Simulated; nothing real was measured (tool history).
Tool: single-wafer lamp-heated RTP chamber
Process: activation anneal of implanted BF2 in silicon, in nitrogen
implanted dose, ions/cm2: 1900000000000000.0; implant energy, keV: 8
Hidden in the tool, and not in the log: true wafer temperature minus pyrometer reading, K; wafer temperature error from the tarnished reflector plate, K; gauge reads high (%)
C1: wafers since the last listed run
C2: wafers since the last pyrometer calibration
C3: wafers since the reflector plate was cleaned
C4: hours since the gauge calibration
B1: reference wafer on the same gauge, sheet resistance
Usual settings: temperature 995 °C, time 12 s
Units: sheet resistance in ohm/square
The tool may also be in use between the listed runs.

{"run": 1, "hour": 0.0, "temperature": 995, "time": 12, "C1": 0, "C2": 4579, "C3": 1542, "C4": 211.1, "B1": 298.73, "sheet resistance": 275.27}
{"hour": 20.9, "done": "pyrometer window cleaned and pyrometer calibrated"}
{"run": 2, "hour": 41.1, "temperature": 995, "time": 12, "C1": 405, "C2": 247, "C3": 1948, "C4": 252.2, "B1": 298.83, "sheet resistance": 282.94}
{"run": 3, "hour": 98.7, "temperature": 982, "time": 12, "C1": 706, "C2": 953, "C3": 2654, "C4": 309.8, "B1": 299.2, "sheet resistance": 318.48}
{"run": 4, "hour": 137.7, "temperature": 1007, "time": 16, "C1": 478, "C2": 1431, "C3": 3133, "C4": 348.8, "B1": 298.95, "sheet resistance": 227.09}
{"run": 5, "hour": 178.2, "temperature": 1007, "time": 16, "C1": 496, "C2": 1928, "C3": 3629, "C4": 389.3, "B1": 298.79, "sheet resistance": 226.12}
{"run": 6, "hour": 203.8, "temperature": 1007, "time": 16, "C1": 313, "C2": 2242, "C3": 3943, "C4": 414.9, "B1": 299.03, "sheet resistance": 226.85}
{"run": 7, "hour": 273.5, "temperature": 995, "time": 12, "C1": 854, "C2": 3097, "C3": 4798, "C4": 484.6, "B1": 298.88, "sheet resistance": 276.34}
{"run": 8, "hour": 336.1, "temperature": 995, "time": 14, "C1": 767, "C2": 3865, "C3": 5566, "C4": 547.2, "B1": 299.07, "sheet resistance": 265.48}
{"run": 9, "hour": 382.0, "temperature": 995, "time": 14, "C1": 562, "C2": 4428, "C3": 6129, "C4": 593.1, "B1": 298.87, "sheet resistance": 264.61}
{"run": 10, "hour": 423.5, "temperature": 1018, "time": 8, "C1": 508, "C2": 4936, "C3": 6638, "C4": 634.6, "B1": 299.08, "sheet resistance": 241.37}
{"hour": 451.7, "done": "pyrometer window cleaned and pyrometer calibrated"}
{"run": 11, "hour": 459.7, "temperature": 1018, "time": 8, "C1": 345, "C2": 97, "C3": 6984, "C4": 670.8, "B1": 299.11, "sheet resistance": 247.68}
{"run": 12, "hour": 527.6, "temperature": 1018, "time": 8, "C1": 832, "C2": 930, "C3": 7816, "C4": 738.7, "B1": 299.04, "sheet resistance": 245.37}
{"run": 13, "hour": 688.3, "temperature": 995, "time": 15, "C1": 1970, "C2": 2901, "C3": 9787, "C4": 899.4, "B1": 298.94, "sheet resistance": 257.04}
{"run": 14, "hour": 720.9, "temperature": 995, "time": 15, "C1": 399, "C2": 3301, "C3": 10187, "C4": 932, "B1": 298.91, "sheet resistance": 257.15}
{"hour": 737.4, "done": "gauge calibrated"}
{"run": 15, "hour": 749.5, "temperature": 995, "time": 15, "C1": 350, "C2": 3652, "C3": 10538, "C4": 12.1, "B1": 299.1, "sheet resistance": 255.99}
{"hour": 777.5, "done": "reflector plate cleaned"}
{"run": 16, "hour": 809.1, "temperature": 1003, "time": 12, "C1": 632, "C2": 4284, "C3": 387, "C4": 71.7, "B1": 298.84, "sheet resistance": 255.68}
{"run": 17, "hour": 856.0, "temperature": 986, "time": 7, "C1": 575, "C2": 4860, "C3": 962, "C4": 118.6, "B1": 298.74, "sheet resistance": 333.67}
{"run": 18, "hour": 883.3, "temperature": 1011, "time": 12, "C1": 334, "C2": 5194, "C3": 1297, "C4": 145.9, "B1": 299.06, "sheet resistance": 235.37}
{"hour": 903.5, "done": "pyrometer window cleaned and pyrometer calibrated"}
{"run": 19, "hour": 918.4, "temperature": 1014, "time": 12, "C1": 332, "C2": 182, "C3": 1629, "C4": 181, "B1": 298.72, "sheet resistance": 235.4}
{"run": 20, "hour": 944.2, "temperature": 995, "time": 12, "C1": 316, "C2": 499, "C3": 1945, "C4": 206.8, "B1": 298.97, "sheet resistance": 283.62}
{"run": 21, "hour": 1014.1, "temperature": 995, "time": 12, "C1": 857, "C2": 1356, "C3": 2803, "C4": 276.7, "B1": 299.13, "sheet resistance": 281.03}
{"run": 22, "hour": 1074.6, "temperature": 973, "time": 16, "C1": 741, "C2": 2098, "C3": 3545, "C4": 337.2, "B1": 299.08, "sheet resistance": 326.53}
{"run": 23, "hour": 1133.0, "temperature": 1005, "time": 12, "C1": 716, "C2": 2814, "C3": 4261, "C4": 395.6, "B1": 299.08, "sheet resistance": 251.29}
{"run": 24, "hour": 1175.2, "temperature": 995, "time": 12, "C1": 517, "C2": 3332, "C3": 4778, "C4": 437.8, "B1": 298.9, "sheet resistance": 277.4}
{"run": 25, "hour": 1239.9, "temperature": 1021, "time": 16, "C1": 793, "C2": 4125, "C3": 5572, "C4": 502.5, "B1": 298.98, "sheet resistance": 193.96}
{"hour": 1304.0, "done": "pyrometer window cleaned and pyrometer calibrated"}
{"run": 26, "hour": 1304.5, "temperature": 978, "time": 14, "C1": 694, "C2": 5, "C3": 6266, "C4": 567.1, "B1": 299.07, "sheet resistance": 324.79}
{"run": 27, "hour": 1345.3, "temperature": 1006, "time": 12, "C1": 500, "C2": 506, "C3": 6766, "C4": 607.9, "B1": 298.9, "sheet resistance": 251.69}
{"run": 28, "hour": 1428.2, "temperature": 995, "time": 12, "C1": 1016, "C2": 1522, "C3": 7783, "C4": 690.8, "B1": 298.78, "sheet resistance": 277.19}
{"run": 29, "hour": 1481.3, "temperature": 973, "time": 18, "C1": 651, "C2": 2174, "C3": 8434, "C4": 743.9, "B1": 298.73, "sheet resistance": 314.21}
{"hour": 1519.0, "done": "reflector plate cleaned"}
{"run": 30, "hour": 1526.6, "temperature": 975, "time": 8, "C1": 457, "C2": 2631, "C3": 93, "C4": 789.2, "B1": 299.28, "sheet resistance": 361.7}
{"run": 31, "hour": 1553.4, "temperature": 995, "time": 12, "C1": 328, "C2": 2960, "C3": 422, "C4": 816, "B1": 298.95, "sheet resistance": 278.39}
{"run": 32, "hour": 1593.0, "temperature": 980, "time": 17, "C1": 485, "C2": 3445, "C3": 907, "C4": 855.6, "B1": 299.17, "sheet resistance": 298.8}
{"run": 33, "hour": 1644.9, "temperature": 972, "time": 10, "C1": 636, "C2": 4082, "C3": 1544, "C4": 907.5, "B1": 298.89, "sheet resistance": 356.97}
{"run": 34, "hour": 1674.7, "temperature": 1018, "time": 9, "C1": 365, "C2": 4447, "C3": 1909, "C4": 937.3, "B1": 299.09, "sheet resistance": 237.26}
{"run": 35, "hour": 1713.2, "temperature": 968, "time": 17, "C1": 472, "C2": 4920, "C3": 2381, "C4": 975.8, "B1": 299.12, "sheet resistance": 335.65}
{"hour": 1738.8, "done": "pyrometer window cleaned and pyrometer calibrated"}
{"run": 36, "hour": 1753.9, "temperature": 1007, "time": 6, "C1": 401, "C2": 184, "C3": 2782, "C4": 1016.5, "B1": 298.88, "sheet resistance": 294.96}

4 ways to go on from here, each from the tool as it stands after run 36. What would each give?
{"run": "A", "hour": 1754.3, "temperature": 995, "time": 12, "C1": 4, "C2": 189, "C3": 2787, "C4": 1016.9, "B1": "?", "sheet resistance": "?"}
{"run": "B", "hour": 1754.3, "temperature": 1012, "time": 18, "C1": 4, "C2": 189, "C3": 2787, "C4": 1016.9, "B1": "?", "sheet resistance": "?"}
{"run": "C", "hour": 1754.3, "temperature": 1011, "time": 14, "C1": 4, "C2": 189, "C3": 2787, "C4": 1016.9, "B1": "?", "sheet resistance": "?"}
{"run": "D", "hour": 1754.3, "temperature": 985, "time": 15, "C1": 4, "C2": 189, "C3": 2787, "C4": 1016.9, "B1": "?", "sheet resistance": "?"}

run=A B1=299.11 sheet_resistance=283.28
run=B B1=299.11 sheet_resistance=211.36
run=C B1=299.11 sheet_resistance=230.67
run=D B1=299.11 sheet_resistance=298.06
Without the tool's hidden state the same runs would have given:
run=A sheet_resistance=285.11
run=B sheet_resistance=212.9
run=C sheet_resistance=232.28
run=D sheet_resistance=300.05
